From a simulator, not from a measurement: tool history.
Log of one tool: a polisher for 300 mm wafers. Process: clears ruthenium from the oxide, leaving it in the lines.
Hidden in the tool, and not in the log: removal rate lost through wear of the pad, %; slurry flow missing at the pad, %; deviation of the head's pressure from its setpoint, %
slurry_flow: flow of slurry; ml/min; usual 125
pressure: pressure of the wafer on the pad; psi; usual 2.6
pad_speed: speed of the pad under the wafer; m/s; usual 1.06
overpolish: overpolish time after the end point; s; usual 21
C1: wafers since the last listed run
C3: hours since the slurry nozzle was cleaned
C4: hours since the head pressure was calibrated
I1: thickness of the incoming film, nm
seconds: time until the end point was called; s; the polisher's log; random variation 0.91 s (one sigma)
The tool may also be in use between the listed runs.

Run 1, day 0: usual settings but pressure 3 psi; C1 0; wafers polished on this pad 1160; C3 650.4; C4 176.8; I1 181.8. Result: seconds 93.8 s.
Run 2, day 2.329: usual settings; C1 525; wafers polished on this pad 1685; C3 706.3; C4 232.7; I1 179.3. Result: seconds 102.2 s.
At day 2.775: slurry nozzle cleaned.
Run 3, day 4.688: usual settings; C1 522; wafers polished on this pad 2208; C3 45.9; C4 289.3; I1 179.4. Result: seconds 103.7 s.
At day 6.829: worn pad replaced by a new one.
Run 4, day 6.85: usual settings; C1 450; wafers polished on this pad 4; C3 97.8; C4 341.2; I1 179.6. Result: seconds 92.8 s.
Run 5, day 7.875: usual settings; C1 231; wafers polished on this pad 235; C3 122.4; C4 365.8; I1 177.5. Result: seconds 95.8 s.
Run 6, day 16.804: usual settings but slurry_flow 140 ml/min, overpolish 15 s; C1 2013; wafers polished on this pad 2248; C3 336.7; C4 580.1; I1 180.1. Result: seconds 106.9 s.
At day 18.796: worn pad replaced by a new one.
Run 7, day 19.708: usual settings but slurry_flow 140 ml/min, overpolish 15 s; C1 617; wafers polished on this pad 205; C3 406.4; C4 649.8; I1 178.6. Result: seconds 91.7 s.
Run 8, day 21.967: usual settings but slurry_flow 140 ml/min, overpolish 15 s; C1 509; wafers polished on this pad 714; C3 460.6; C4 704; I1 180.9. Result: seconds 96.3 s.
Run 9, day 24.008: usual settings but overpolish 11 s; C1 460; wafers polished on this pad 1175; C3 509.6; C4 753; I1 178.9. Result: seconds 100.6 s.
Run 10, day 25.358: usual settings but overpolish 11 s; C1 304; wafers polished on this pad 1479; C3 542; C4 785.4; I1 178.5. Result: seconds 102.3 s.
Run 11, day 26.871: usual settings but overpolish 11 s; C1 341; wafers polished on this pad 1820; C3 578.3; C4 821.7; I1 178.1. Result: seconds 103 s.
At day 29.642: worn pad replaced by a new one.
Run 12, day 29.662: usual settings but overpolish 12 s; C1 591; wafers polished on this pad 4; C3 645.3; C4 888.7; I1 179.1. Result: seconds 90.7 s.
Run 13, day 32.208: usual settings but slurry_flow 165 ml/min, pressure 3.5 psi, pad_speed 1.22 m/s, overpolish 10 s; C1 574; wafers polished on this pad 578; C3 706.4; C4 949.8; I1 178.3. Result: seconds 63.3 s.
At day 32.7: slurry nozzle cleaned.
Run 14, day 34.717: usual settings; C1 556; wafers polished on this pad 1135; C3 48.4; C4 1010; I1 179. Result: seconds 102 s.
At day 37.183: head pressure recalibrated.
Run 15, day 37.204: usual settings but pressure 3 psi; C1 542; wafers polished on this pad 1677; C3 108.1; C4 0.5; I1 179.1. Result: seconds 90.1 s.
Run 16, day 39.008: usual settings but slurry_flow 105 ml/min, pad_speed 1.26 m/s, overpolish 34 s; C1 406; wafers polished on this pad 2083; C3 151.4; C4 43.8; I1 179.5. Result: seconds 91.2 s.
At day 41.479: worn pad replaced by a new one.
Run 17, day 41.562: usual settings; C1 538; wafers polished on this pad 18; C3 212.7; C4 105.1; I1 182.8. Result: seconds 94.2 s.
Run 18, day 43.942: usual settings but slurry_flow 80 ml/min, pressure 3.2 psi, pad_speed 1.18 m/s, overpolish 26 s; C1 536; wafers polished on this pad 554; C3 269.8; C4 162.2; I1 177.8. Result: seconds 85.2 s.
Run 19, day 45.258: usual settings but slurry_flow 95 ml/min, overpolish 33 s; C1 296; wafers polished on this pad 851; C3 301.4; C4 193.8; I1 180.4. Result: seconds 107 s.
Run 20, day 47.133: usual settings but pad_speed 0.92 m/s; C1 422; wafers polished on this pad 1274; C3 346.4; C4 238.8; I1 181.7. Result: seconds 118.3 s.
Run 21, day 49.75: usual settings but pressure 2.1 psi, pad_speed 0.7 m/s, overpolish 17 s; C1 589; wafers polished on this pad 1864; C3 409.2; C4 301.6; I1 177.9. Result: seconds 182.3 s.
At day 52.612: worn pad replaced by a new one.
Run 22, day 52.638: usual settings; C1 613; wafers polished on this pad 5; C3 478.5; C4 370.9; I1 178.7. Result: seconds 91.8 s.
Run 23, day 56.112: usual settings but slurry_flow 105 ml/min, pressure 2.4 psi, pad_speed 0.76 m/s; C1 783; wafers polished on this pad 789; C3 561.9; C4 454.3; I1 178.4. Result: seconds 151.6 s.
Run 24, day 57.517: usual settings but overpolish 12 s; C1 316; wafers polished on this pad 1105; C3 595.6; C4 488; I1 179.6. Result: seconds 101 s.

3 ways to go on from here, each from the tool as it stands after run 24. What would each give?
Run A, day 57.538: usual settings but overpolish 25 s; C1 4; wafers polished on this pad 1110; C3 596.1; C4 488.5; I1 179.5. Result: seconds ?.
Run B, day 57.538: usual settings but pressure 2.9 psi, pad_speed 0.72 m/s, overpolish 29 s; C1 4; wafers polished on this pad 1110; C3 596.1; C4 488.5; I1 179.5. Result: seconds ?.
Run C, day 57.538: usual settings but slurry_flow 155 ml/min, pressure 2 psi, pad_speed 1.18 m/s, overpolish 9 s; C1 4; wafers polished on this pad 1110; C3 596.1; C4 488.5; I1 179.5. Result: seconds ?.

run  seconds
  A    101.3
  B      137
  C      106
Without the tool's hidden state the same runs would have given:
run  seconds
  A     90.7
  B    122.7
  C     94.9

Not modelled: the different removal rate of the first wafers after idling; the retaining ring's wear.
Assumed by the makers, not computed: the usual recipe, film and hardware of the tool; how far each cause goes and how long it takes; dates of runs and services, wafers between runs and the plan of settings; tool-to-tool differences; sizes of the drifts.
